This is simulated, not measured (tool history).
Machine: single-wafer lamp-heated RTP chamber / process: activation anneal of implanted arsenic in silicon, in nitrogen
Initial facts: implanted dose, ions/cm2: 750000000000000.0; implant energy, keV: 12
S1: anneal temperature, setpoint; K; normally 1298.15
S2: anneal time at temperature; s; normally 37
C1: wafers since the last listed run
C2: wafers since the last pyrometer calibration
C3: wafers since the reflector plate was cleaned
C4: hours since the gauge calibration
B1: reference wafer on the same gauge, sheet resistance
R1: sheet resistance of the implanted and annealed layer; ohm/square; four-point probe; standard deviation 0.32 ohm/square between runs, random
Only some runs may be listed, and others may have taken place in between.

Run 1, day 0.000: usual settings; C1 0; C2 441; C3 441; C4 259.7; B1 136.96. Result: R1 149.85 ohm/square.
Run 2, day 1.329: usual settings; C1 570; C2 1012; C3 1012; C4 291.6; B1 137.02. Result: R1 149.06 ohm/square.
Run 3, day 2.004: usual settings but S1 1290.15 K; C1 289; C2 1301; C3 1301; C4 307.8; B1 136.95. Result: R1 151.32 ohm/square.
Run 4, day 3.475: usual settings but S1 1290.15 K; C1 631; C2 1933; C3 1933; C4 343.1; B1 137.01. Result: R1 150.32 ohm/square.
Run 5, day 4.483: usual settings but S1 1290.15 K; C1 432; C2 2365; C3 2365; C4 367.3; B1 136.99. Result: R1 149.96 ohm/square.
Run 6, day 5.962: usual settings; C1 634; C2 3000; C3 3000; C4 402.8; B1 136.96. Result: R1 147.06 ohm/square.
At day 7.529: pyrometer window cleaned and pyrometer calibrated.
Run 7, day 7.550: usual settings; C1 538; C2 9; C3 3539; C4 440.9; B1 137.06. Result: R1 148.78 ohm/square.
Run 8, day 7.950: usual settings but S2 20 s; C1 171; C2 181; C3 3710; C4 450.5; B1 137.01. Result: R1 157.83 ohm/square.
Run 9, day 8.575: usual settings but S2 20 s; C1 268; C2 449; C3 3978; C4 465.5; B1 136.97. Result: R1 157.55 ohm/square.
Run 10, day 9.479: usual settings; C1 388; C2 837; C3 4367; C4 487.2; B1 136.96. Result: R1 147.96 ohm/square.
Run 11, day 10.879: usual settings; C1 600; C2 1438; C3 4967; C4 520.8; B1 137.15. Result: R1 147.73 ohm/square.
Run 12, day 11.412: usual settings; C1 228; C2 1667; C3 5196; C4 533.6; B1 137.07. Result: R1 147.27 ohm/square.
Run 13, day 12.417: usual settings but S2 31 s; C1 430; C2 2098; C3 5627; C4 557.7; B1 136.85. Result: R1 149.30 ohm/square.
Run 14, day 13.883: usual settings but S2 31 s; C1 629; C2 2727; C3 6257; C4 592.9; B1 137.00. Result: R1 148.45 ohm/square.
Run 15, day 14.658: usual settings but S2 31 s; C1 332; C2 3060; C3 6589; C4 611.5; B1 137.02. Result: R1 148.16 ohm/square.
At day 15.417: pyrometer window cleaned and pyrometer calibrated.
At day 16.350: reflector plate cleaned.
Run 16, day 17.062: usual settings; C1 745; C2 563; C3 306; C4 669.2; B1 137.05. Result: R1 150.95 ohm/square.
Run 17, day 17.808: usual settings; C1 320; C2 883; C3 626; C4 687.1; B1 136.96. Result: R1 149.65 ohm/square.
Run 18, day 18.962: usual settings; C1 495; C2 1379; C3 1122; C4 714.8; B1 137.08. Result: R1 148.72 ohm/square.
Run 19, day 20.342: usual settings; C1 591; C2 1970; C3 1714; C4 747.9; B1 137.13. Result: R1 148.63 ohm/square.
Run 20, day 20.904: usual settings; C1 241; C2 2212; C3 1955; C4 761.4; B1 137.06. Result: R1 148.74 ohm/square.
At day 22.162: gauge calibrated.
At day 22.262: pyrometer window cleaned and pyrometer calibrated.
Run 21, day 22.283: usual settings but S1 1308.15 K, S2 46 s; C1 448; C2 9; C3 2404; C4 2.9; B1 137.04. Result: R1 144.56 ohm/square.
Run 22, day 23.362: usual settings; C1 463; C2 472; C3 2867; C4 28.8; B1 137.03. Result: R1 149.06 ohm/square.
Run 23, day 24.354: usual settings but S2 44 s; C1 425; C2 898; C3 3293; C4 52.6; B1 137.02. Result: R1 147.15 ohm/square.
Run 24, day 25.004: usual settings but S1 1281.15 K, S2 24 s; C1 278; C2 1177; C3 3572; C4 68.2; B1 137.02. Result: R1 161.76 ohm/square.
Run 25, day 25.750: usual settings but S1 1315.15 K; C1 320; C2 1497; C3 3892; C4 86.1; B1 137.01. Result: R1 143.93 ohm/square.
Run 26, day 26.721: usual settings but S1 1290.15 K, S2 44 s; C1 416; C2 1913; C3 4308; C4 109.4; B1 137.15. Result: R1 148.17 ohm/square.
Run 27, day 27.404: usual settings but S1 1276.15 K; C1 293; C2 2207; C3 4602; C4 125.8; B1 136.97. Result: R1 154.94 ohm/square.
Run 28, day 28.183: usual settings; C1 334; C2 2541; C3 4936; C4 144.5; B1 137.11. Result: R1 147.27 ohm/square.
Run 29, day 29.117: usual settings but S1 1324.15 K, S2 30 s; C1 400; C2 2942; C3 5337; C4 166.9; B1 136.99. Result: R1 142.37 ohm/square.
Run 30, day 29.904: usual settings but S1 1279.15 K, S2 49 s; C1 337; C2 3280; C3 5675; C4 185.8; B1 137.01. Result: R1 148.58 ohm/square.
At day 30.554: pyrometer window cleaned and pyrometer calibrated.
Run 31, day 31.017: usual settings but S1 1325.15 K, S2 48 s; C1 334; C2 197; C3 6009; C4 212.5; B1 136.97. Result: R1 138.76 ohm/square.
Run 32, day 31.575: usual settings but S1 1319.15 K, S2 54 s; C1 239; C2 437; C3 6249; C4 225.9; B1 137.02. Result: R1 138.21 ohm/square.
Run 33, day 32.242: usual settings; C1 286; C2 723; C3 6535; C4 241.9; B1 137.06. Result: R1 147.78 ohm/square.
Run 34, day 36.708: usual settings but S1 1311.15 K, S2 54 s; C1 1917; C2 2640; C3 8452; C4 349.1; B1 137.11. Result: R1 138.31 ohm/square.
Run 35, day 37.217: usual settings but S1 1322.15 K, S2 44 s; C1 218; C2 2858; C3 8670; C4 361.3; B1 137.01. Result: R1 137.84 ohm/square.

Alternative continuations, all from the tool just after run 35; predict every row:
Run A, day 37.233: usual settings; C1 7; C2 2865; C3 8677; C4 361.7; B1 ?. Result: R1 ?.
Run B, day 37.233: usual settings but S1 1313.15 K; C1 7; C2 2865; C3 8677; C4 361.7; B1 ?. Result: R1 ?.
Run C, day 37.233: usual settings but S1 1318.15 K, S2 27 s; C1 7; C2 2865; C3 8677; C4 361.7; B1 ?. Result: R1 ?.
Run D, day 37.233: usual settings but S2 59 s; C1 7; C2 2865; C3 8677; C4 361.7; B1 ?. Result: R1 ?.
Run E, day 37.233: usual settings but S1 1284.15 K, S2 30 s; C1 7; C2 2865; C3 8677; C4 361.7; B1 ?. Result: R1 ?.

run      B1      R1
  A  136.97  146.57
  B  136.97  142.62
  C  136.97  145.13
  D  136.97  140.92
  E  136.97  153.69
With the hidden condition removed and each run's random variation left untouched, the same runs would have given:
run      R1
  A  151.70
  B  147.19
  C  149.97
  D  145.51
  E  160.19

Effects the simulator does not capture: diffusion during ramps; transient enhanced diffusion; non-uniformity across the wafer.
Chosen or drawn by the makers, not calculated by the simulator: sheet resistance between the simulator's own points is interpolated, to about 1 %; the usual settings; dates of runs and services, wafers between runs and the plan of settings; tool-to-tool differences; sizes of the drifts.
